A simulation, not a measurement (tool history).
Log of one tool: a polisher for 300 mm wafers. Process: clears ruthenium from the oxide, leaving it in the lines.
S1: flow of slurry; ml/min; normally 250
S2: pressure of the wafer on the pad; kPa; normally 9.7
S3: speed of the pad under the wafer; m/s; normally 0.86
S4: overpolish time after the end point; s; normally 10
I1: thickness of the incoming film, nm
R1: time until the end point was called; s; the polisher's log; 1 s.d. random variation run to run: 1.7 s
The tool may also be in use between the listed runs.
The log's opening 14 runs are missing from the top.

Run 15, hour 362.9: usual settings; I1 69.0. Result: R1 112.8 s.
Run 16, hour 385.8: usual settings; I1 70.1. Result: R1 114.5 s.
Run 17, hour 408.8: usual settings; I1 69.9. Result: R1 114.1 s.
Run 18, hour 429.9: usual settings but S1 330 ml/min; I1 69.6. Result: R1 108.3 s.
Run 19, hour 464.5: usual settings but S2 6.2 kPa, S3 0.64 m/s; I1 70.6. Result: R1 228.5 s.
At hour 467.6: slurry nozzle cleaned.
Run 20, hour 492.4: usual settings but S2 12.4 kPa, S3 0.68 m/s; I1 70.0. Result: R1 110.1 s.
Run 21, hour 516.2: usual settings but S2 11.7 kPa, S4 4 s; I1 69.2. Result: R1 96.7 s.
At hour 542.6: worn pad replaced by a new one.
Run 22, hour 543.0: usual settings; I1 70.8. Result: R1 124.2 s.
Run 23, hour 568.1: usual settings; I1 70.5. Result: R1 120.2 s.
Run 24, hour 592.8: usual settings but S1 170 ml/min, S2 13.1 kPa, S3 0.62 m/s, S4 14 s; I1 69.2. Result: R1 125.3 s.
Run 25, hour 618.2: usual settings; I1 70.4. Result: R1 126.2 s.
Run 26, hour 647.8: usual settings; I1 70.1. Result: R1 125.5 s.
Run 27, hour 677.4: usual settings but S1 325 ml/min; I1 70.6. Result: R1 122.4 s.
At hour 702.8: slurry nozzle cleaned, repeated, since the last time left the tool worse.
Run 28, hour 711.0: usual settings but S4 16 s; I1 69.7. Result: R1 112.9 s.
Run 29, hour 724.6: usual settings but S3 0.56 m/s; I1 69.6. Result: R1 152.5 s.
Run 30, hour 751.8: usual settings but S3 0.92 m/s; I1 69.1. Result: R1 104.1 s.
At hour 755.8: worn pad replaced by a new one.
Run 31, hour 779.5: usual settings; I1 69.6. Result: R1 109.1 s.
Run 32, hour 791.9: usual settings but S3 0.72 m/s; I1 70.4. Result: R1 127.0 s.
Run 33, hour 814.5: usual settings but S3 0.64 m/s, S4 7 s; I1 69.3. Result: R1 141.2 s.
Run 34, hour 843.2: usual settings but S2 11.7 kPa; I1 70.8. Result: R1 94.3 s.
Run 35, hour 876.0: usual settings but S1 175 ml/min, S2 8.3 kPa, S3 1.10 m/s, S4 8 s; I1 70.1. Result: R1 111.7 s.
Run 36, hour 897.2: usual settings but S1 175 ml/min, S4 6 s; I1 71.5. Result: R1 121.2 s.
Run 37, hour 922.1: usual settings; I1 70.2. Result: R1 110.1 s.
Run 38, hour 939.5: usual settings; I1 69.2. Result: R1 110.8 s.

What if the next run were any one of these 3? Each begins from the tool's condition after run 38:
Run A, hour 940.0: usual settings; I1 70.2. Result: R1 ?.
Run B, hour 940.0: usual settings but S3 0.78 m/s; I1 70.2. Result: R1 ?.
Run C, hour 940.0: usual settings but S2 6.2 kPa; I1 70.2. Result: R1 ?.

run     R1
  A  114.1
  B  122.9
  C  177.4
The same runs, with their run-to-run variation unchanged, on a tool lacking any hidden condition would have given:
run     R1
  A  111.7
  B  120.4
  C  173.8
